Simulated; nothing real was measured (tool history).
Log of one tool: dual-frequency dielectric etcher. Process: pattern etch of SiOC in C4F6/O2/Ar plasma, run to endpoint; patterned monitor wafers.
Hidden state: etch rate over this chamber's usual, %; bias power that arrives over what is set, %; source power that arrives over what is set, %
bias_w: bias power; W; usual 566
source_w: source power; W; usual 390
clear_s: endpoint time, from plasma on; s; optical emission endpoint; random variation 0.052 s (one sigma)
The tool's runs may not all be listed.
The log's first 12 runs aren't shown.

run    hour  bias_w  source_w  wafers since the last listed run  hours since the last wet clean  hours since the last bias power generator calibration  hours since the last source power generator calibration  hours since the last upper electrode change  incoming incoming film thickness, nm  clear_s
 13   689.1     566       390                               585                           175.8                                                 1523.9                                                   4211.8                                       3075.9                                 27.51      9.2
 14   889.2     566       390                              2622                           375.9                                                   1724                                                   4411.9                                         3276                                 27.23      9.1
 15   926.2     566       390                               485                           412.9                                                   1761                                                   4448.9                                         3313                                 27.39      9.2
 16   994.2     647       490                               891                           480.9                                                   1829                                                   4516.9                                         3381                                 27.74      8.5
     1063.9  -- wet clean of the chamber
     1082.5  -- bias power generator calibrated
 17  1155.5     462       430                              1747                            91.6                                                     73                                                   4678.2                                       3542.3                                 27.48      9.5
     1202.9  -- upper electrode replaced
 18  1203.4     566       390                               313                           139.5                                                  120.9                                                   4726.1                                          0.5                                 27.33        9
 19  1251.3     656       300                               627                           187.4                                                  168.8                                                     4774                                         48.4                                 27.24      9.1
 20  1300.1     686       420                               639                           236.2                                                  217.6                                                   4822.8                                         97.2                                 27.22      8.4
 21    1340     566       450                               523                           276.1                                                  257.5                                                   4862.7                                        137.1                                 27.85        9
 22    1384     500       340                               576                           320.1                                                  301.5                                                   4906.7                                        181.1                                 27.28      9.8
 23    1423     566       390                               511                           359.1                                                  340.5                                                   4945.7                                        220.1                                 27.27      9.1
 24  1449.9     566       390                               352                             386                                                  367.4                                                   4972.6                                          247                                 27.34      9.2
     1459.3  -- source power generator calibrated
 25  1502.5     692       320                               637                           438.6                                                    420                                                     43.2                                        299.6                                 27.24        9
 26  1558.5     477       300                               734                           494.6                                                    476                                                     99.2                                        355.6                                 27.18     10.2
     1583.9  -- wet clean of the chamber
 27  1589.8     566       390                                95                             5.9                                                  507.3                                                    130.5                                        386.9                                 27.42      9.1
 28  1741.4     431       290                              1987                           157.5                                                  658.9                                                    282.1                                        538.5                                 27.29     10.5
 29  1783.7     502       320                               554                           199.8                                                  701.2                                                    324.4                                        580.8                                 27.53     10.1
 30  1822.2     651       320                               504                           238.3                                                  739.7                                                    362.9                                        619.3                                 27.13      9.1
 31  1856.7     672       330                               452                           272.8                                                  774.2                                                    397.4                                        653.8                                 27.63      9.2
 32  1885.8     664       420                               381                           301.9                                                  803.3                                                    426.5                                        682.9                                 27.17      8.5
 33  1921.8     497       310                               471                           337.9                                                  839.3                                                    462.5                                        718.9                                 27.38       10
 34  2037.1     474       390                              1511                           453.2                                                  954.6                                                    577.8                                        834.2                                 27.61      9.9
     2077.1  -- wet clean of the chamber
 35  2103.2     661       480                               551                            26.1                                                 1020.7                                                    643.9                                        900.3                                 27.67      8.4
 36  2173.4     485       390                               920                            96.3                                                 1090.9                                                    714.1                                        970.5                                 27.47      9.6

3 ways to go on from here, each from the tool as it stands after run 36. What would each give?
  A  2173.8     632       390                                 5                            96.7                                                 1091.3                                                    714.5                                        970.9                                 27.03        ?
  B  2173.8     452       480                                 5                            96.7                                                 1091.3                                                    714.5                                        970.9                                 27.03        ?
  C  2173.8     566       360                                 5                            96.7                                                 1091.3                                                    714.5                                        970.9                                 27.03        ?

run  clear_s
  A      8.7
  B      9.1
  C      9.1
Without the tool's hidden state the same runs would have given:
run  clear_s
  A      8.6
  B        9
  C      9.1
